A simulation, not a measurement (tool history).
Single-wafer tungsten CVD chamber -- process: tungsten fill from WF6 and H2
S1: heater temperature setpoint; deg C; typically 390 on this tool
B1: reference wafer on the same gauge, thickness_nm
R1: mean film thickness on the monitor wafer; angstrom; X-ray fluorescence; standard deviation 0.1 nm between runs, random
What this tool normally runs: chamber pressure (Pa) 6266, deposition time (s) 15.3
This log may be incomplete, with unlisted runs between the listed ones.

Run 1, day 0.000: usual settings; B1 41.306. Result: R1 461.30 angstrom.
Run 2, day 1.792: usual settings; B1 41.283. Result: R1 462.53 angstrom.
Run 3, day 3.517: usual settings; B1 41.316. Result: R1 461.30 angstrom.
Run 4, day 5.958: usual settings; B1 41.303. Result: R1 460.23 angstrom.
Run 5, day 8.562: usual settings but S1 402 deg C, chamber pressure (Pa) 6973; B1 41.301. Result: R1 586.33 angstrom.
Run 6, day 10.512: usual settings; B1 41.289. Result: R1 461.64 angstrom.
Run 7, day 12.092: usual settings but deposition time (s) 17.5; B1 41.293. Result: R1 526.18 angstrom.
Run 8, day 14.442: usual settings; B1 41.292. Result: R1 460.87 angstrom.
Run 9, day 16.633: usual settings; B1 41.310. Result: R1 461.90 angstrom.
Run 10, day 19.154: usual settings; B1 41.292. Result: R1 461.75 angstrom.
Run 11, day 21.388: usual settings but deposition time (s) 14.4; B1 41.289. Result: R1 433.93 angstrom.
Run 12, day 24.896: usual settings but S1 384 deg C, deposition time (s) 16.1; B1 41.310. Result: R1 439.12 angstrom.
Run 13, day 28.308: usual settings but chamber pressure (Pa) 5253; B1 41.293. Result: R1 429.86 angstrom.
Run 14, day 31.425: usual settings but S1 381 deg C, chamber pressure (Pa) 5600, deposition time (s) 17.3; B1 41.307. Result: R1 426.16 angstrom.
Run 15, day 35.100: usual settings; B1 41.312. Result: R1 460.39 angstrom.
Run 16, day 39.558: usual settings but S1 384 deg C, chamber pressure (Pa) 5186, deposition time (s) 12.8; B1 41.283. Result: R1 320.68 angstrom.
At day 44.912: capacitance manometer re-zeroed and calibrated.
At day 46.421: showerhead replaced.
Run 17, day 47.708: usual settings but S1 376 deg C, deposition time (s) 16.5; B1 41.309. Result: R1 387.46 angstrom.
Run 18, day 50.767: usual settings but S1 380 deg C, deposition time (s) 13.6; B1 41.297. Result: R1 344.22 angstrom.
At day 53.338: thermocouple changed; heater temperature recalibrated.
Run 19, day 54.683: usual settings; B1 41.323. Result: R1 460.50 angstrom.
Run 20, day 56.679: usual settings but S1 403 deg C, chamber pressure (Pa) 5146, deposition time (s) 16.8; B1 41.320. Result: R1 576.98 angstrom.
Run 21, day 60.662: usual settings; B1 41.307. Result: R1 460.38 angstrom.
Run 22, day 63.292: usual settings but S1 404 deg C, chamber pressure (Pa) 5800, deposition time (s) 17.4; B1 41.293. Result: R1 638.80 angstrom.
Run 23, day 66.279: usual settings but S1 402 deg C, chamber pressure (Pa) 4733, deposition time (s) 12.7; B1 41.320. Result: R1 415.72 angstrom.
Run 24, day 69.667: usual settings; B1 41.275. Result: R1 462.56 angstrom.
At day 69.746: gauge calibrated.
Run 25, day 82.904: usual settings; B1 41.322. Result: R1 462.05 angstrom.
Run 26, day 86.100: usual settings; B1 41.298. Result: R1 460.87 angstrom.
Run 27, day 89.921: usual settings; B1 41.300. Result: R1 462.00 angstrom.
Run 28, day 94.658: usual settings; B1 41.321. Result: R1 461.43 angstrom.
Run 29, day 98.129: usual settings but S1 380 deg C, chamber pressure (Pa) 7813, deposition time (s) 17.8; B1 41.293. Result: R1 495.11 angstrom.
Run 30, day 99.933: usual settings but S1 402 deg C; B1 41.309. Result: R1 562.62 angstrom.
Run 31, day 103.488: usual settings but S1 377 deg C; B1 41.271. Result: R1 366.63 angstrom.
Run 32, day 106.458: usual settings but S1 401 deg C, deposition time (s) 13.0; B1 41.289. Result: R1 471.68 angstrom.
Run 33, day 109.675: usual settings but S1 379 deg C, chamber pressure (Pa) 6653, deposition time (s) 16.6; B1 41.308. Result: R1 424.03 angstrom.
Run 34, day 112.588: usual settings but S1 383 deg C, chamber pressure (Pa) 6946; B1 41.300. Result: R1 425.68 angstrom.

Here are 4 independent what-if runs from the current tool condition. What would each one return?
Run A, day 112.604: usual settings; B1 ?. Result: R1 ?.
Run B, day 112.604: usual settings but S1 402 deg C, deposition time (s) 17.9; B1 ?. Result: R1 ?.
Run C, day 112.604: usual settings but chamber pressure (Pa) 7333, deposition time (s) 17.6; B1 ?. Result: R1 ?.
Run D, day 112.604: usual settings but S1 403 deg C, chamber pressure (Pa) 7559, deposition time (s) 16.4; B1 ?. Result: R1 ?.

run      B1      R1
  A  41.307  462.22
  B  41.307  659.71
  C  41.307  568.15
  D  41.307  663.72
With the hidden condition removed and each run's random variation left untouched, the same runs would have given:
run      R1
  A  462.22
  B  659.71
  C  568.15
  D  663.72
